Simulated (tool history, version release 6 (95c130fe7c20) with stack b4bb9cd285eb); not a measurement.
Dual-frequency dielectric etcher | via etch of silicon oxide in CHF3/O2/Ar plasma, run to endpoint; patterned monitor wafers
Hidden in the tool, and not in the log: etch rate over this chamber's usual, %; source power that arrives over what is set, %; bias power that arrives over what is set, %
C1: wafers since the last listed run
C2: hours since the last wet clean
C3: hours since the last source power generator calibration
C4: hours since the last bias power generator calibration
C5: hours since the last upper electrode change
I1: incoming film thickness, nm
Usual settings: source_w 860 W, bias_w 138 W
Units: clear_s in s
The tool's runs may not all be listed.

{"run": 1, "day": 0.0, "source_w": 860, "bias_w": 138, "C1": 0, "C2": 538.9, "C3": 3817.0, "C4": 3216.3, "C5": 2592.5, "I1": 447.4, "clear_s": 224.6}
{"run": 2, "day": 0.421, "source_w": 860, "bias_w": 138, "C1": 33, "C2": 549.0, "C3": 3827.1, "C4": 3226.4, "C5": 2602.6, "I1": 448.4, "clear_s": 226.4}
{"run": 3, "day": 0.725, "source_w": 860, "bias_w": 138, "C1": 24, "C2": 556.3, "C3": 3834.4, "C4": 3233.7, "C5": 2609.9, "I1": 445.5, "clear_s": 225.6}
{"run": 4, "day": 1.258, "source_w": 860, "bias_w": 112, "C1": 42, "C2": 569.1, "C3": 3847.2, "C4": 3246.5, "C5": 2622.7, "I1": 449.8, "clear_s": 239.2}
{"run": 5, "day": 1.929, "source_w": 860, "bias_w": 138, "C1": 52, "C2": 585.2, "C3": 3863.3, "C4": 3262.6, "C5": 2638.8, "I1": 446.8, "clear_s": 225.6}
{"run": 6, "day": 2.279, "source_w": 860, "bias_w": 138, "C1": 27, "C2": 593.6, "C3": 3871.7, "C4": 3271.0, "C5": 2647.2, "I1": 447.9, "clear_s": 225.8}
{"day": 3.642, "done": "upper electrode replaced"}
{"run": 7, "day": 3.662, "source_w": 970, "bias_w": 138, "C1": 30, "C2": 626.8, "C3": 3904.9, "C4": 3304.2, "C5": 0.5, "I1": 453.0, "clear_s": 219.4}
{"run": 8, "day": 3.679, "source_w": 970, "bias_w": 138, "C1": 1, "C2": 627.2, "C3": 3905.3, "C4": 3304.6, "C5": 0.9, "I1": 449.0, "clear_s": 217.7}
{"day": 4.808, "done": "wet clean of the chamber"}
{"run": 9, "day": 4.829, "source_w": 860, "bias_w": 138, "C1": 11, "C2": 0.5, "C3": 3932.9, "C4": 3332.2, "C5": 28.5, "I1": 446.5, "clear_s": 215.1}

The next listed run, before its measurement:
{"run": 10, "day": 4.846, "source_w": 640, "bias_w": 138, "C1": 1, "C2": 0.9, "C3": 3933.3, "C4": 3332.6, "C5": 28.9, "I1": 453.4, "clear_s": "?"}

clear_s: 247.4 s
Without the tool's hidden state the same run would have given clear_s 246.2 s.

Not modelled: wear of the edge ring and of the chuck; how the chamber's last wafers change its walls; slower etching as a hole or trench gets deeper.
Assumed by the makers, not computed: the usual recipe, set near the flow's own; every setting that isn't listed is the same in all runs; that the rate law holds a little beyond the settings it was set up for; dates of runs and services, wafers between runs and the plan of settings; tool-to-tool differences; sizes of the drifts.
